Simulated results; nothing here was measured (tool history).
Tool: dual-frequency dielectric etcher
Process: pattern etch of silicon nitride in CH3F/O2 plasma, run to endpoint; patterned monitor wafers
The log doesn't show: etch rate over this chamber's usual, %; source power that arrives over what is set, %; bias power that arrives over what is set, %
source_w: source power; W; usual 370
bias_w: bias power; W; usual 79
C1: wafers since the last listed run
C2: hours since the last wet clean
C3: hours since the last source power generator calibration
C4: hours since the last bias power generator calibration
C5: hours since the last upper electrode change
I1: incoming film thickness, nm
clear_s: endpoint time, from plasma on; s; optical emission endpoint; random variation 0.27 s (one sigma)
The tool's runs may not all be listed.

Run 1, hour 0: usual settings; C1 0; C2 132.9; C3 1397; C4 1106.6; C5 3397; I1 61.3. Result: clear_s 71 s.
Run 2, hour 43.3: usual settings; C1 376; C2 176.2; C3 1440.3; C4 1149.9; C5 3440.3; I1 60.3. Result: clear_s 69.3 s.
Run 3, hour 103.8: usual settings; C1 526; C2 236.7; C3 1500.8; C4 1210.4; C5 3500.8; I1 61.2. Result: clear_s 71.3 s.
Run 4, hour 137.9: usual settings; C1 296; C2 270.8; C3 1534.9; C4 1244.5; C5 3534.9; I1 60.2. Result: clear_s 70 s.
Run 5, hour 187.5: usual settings; C1 431; C2 320.4; C3 1584.5; C4 1294.1; C5 3584.5; I1 60.2. Result: clear_s 70.2 s.
Run 6, hour 246.3: usual settings; C1 511; C2 379.2; C3 1643.3; C4 1352.9; C5 3643.3; I1 60.2. Result: clear_s 70.6 s.
Run 7, hour 312.6: usual settings but source_w 350 W; C1 576; C2 445.5; C3 1709.6; C4 1419.2; C5 3709.6; I1 60.3. Result: clear_s 72.9 s.
At hour 360.1: wet clean of the chamber.
Run 8, hour 360.6: usual settings but source_w 350 W; C1 208; C2 0.5; C3 1757.6; C4 1467.2; C5 3757.6; I1 60.2. Result: clear_s 74.3 s.
Run 9, hour 384.4: usual settings; C1 206; C2 24.3; C3 1781.4; C4 1491; C5 3781.4; I1 60.1. Result: clear_s 72.8 s.
At hour 422.2: source power generator calibrated.
Run 10, hour 431.9: usual settings; C1 378; C2 71.8; C3 9.7; C4 1538.5; C5 3828.9; I1 60.2. Result: clear_s 73.1 s.
At hour 475.5: upper electrode replaced.
Run 11, hour 502.7: usual settings but source_w 300 W; C1 407; C2 142.6; C3 80.5; C4 1609.3; C5 27.2; I1 60.7. Result: clear_s 80.2 s.
Run 12, hour 552.9: usual settings but source_w 390 W; C1 436; C2 192.8; C3 130.7; C4 1659.5; C5 77.4; I1 60.7. Result: clear_s 73 s.
At hour 571.4: bias power generator calibrated.
At hour 611.2: wet clean of the chamber, repeated, since the last time left the tool worse.
Run 13, hour 614.6: usual settings; C1 293; C2 3.4; C3 192.4; C4 43.2; C5 139.1; I1 61.2. Result: clear_s 70.5 s.
Run 14, hour 647: usual settings but source_w 330 W, bias_w 93 W; C1 281; C2 35.8; C3 224.8; C4 75.6; C5 171.5; I1 60.7. Result: clear_s 67.4 s.

Run 15 comes next. What will it give?
Run 15, hour 692.6: usual settings but source_w 300 W, bias_w 60 W; C1 396; C2 81.4; C3 270.4; C4 121.2; C5 217.1; I1 60.9. Result: clear_s ?.

clear_s: 88.3 s
Without the tool's hidden state the same run would have given clear_s 87.7 s.
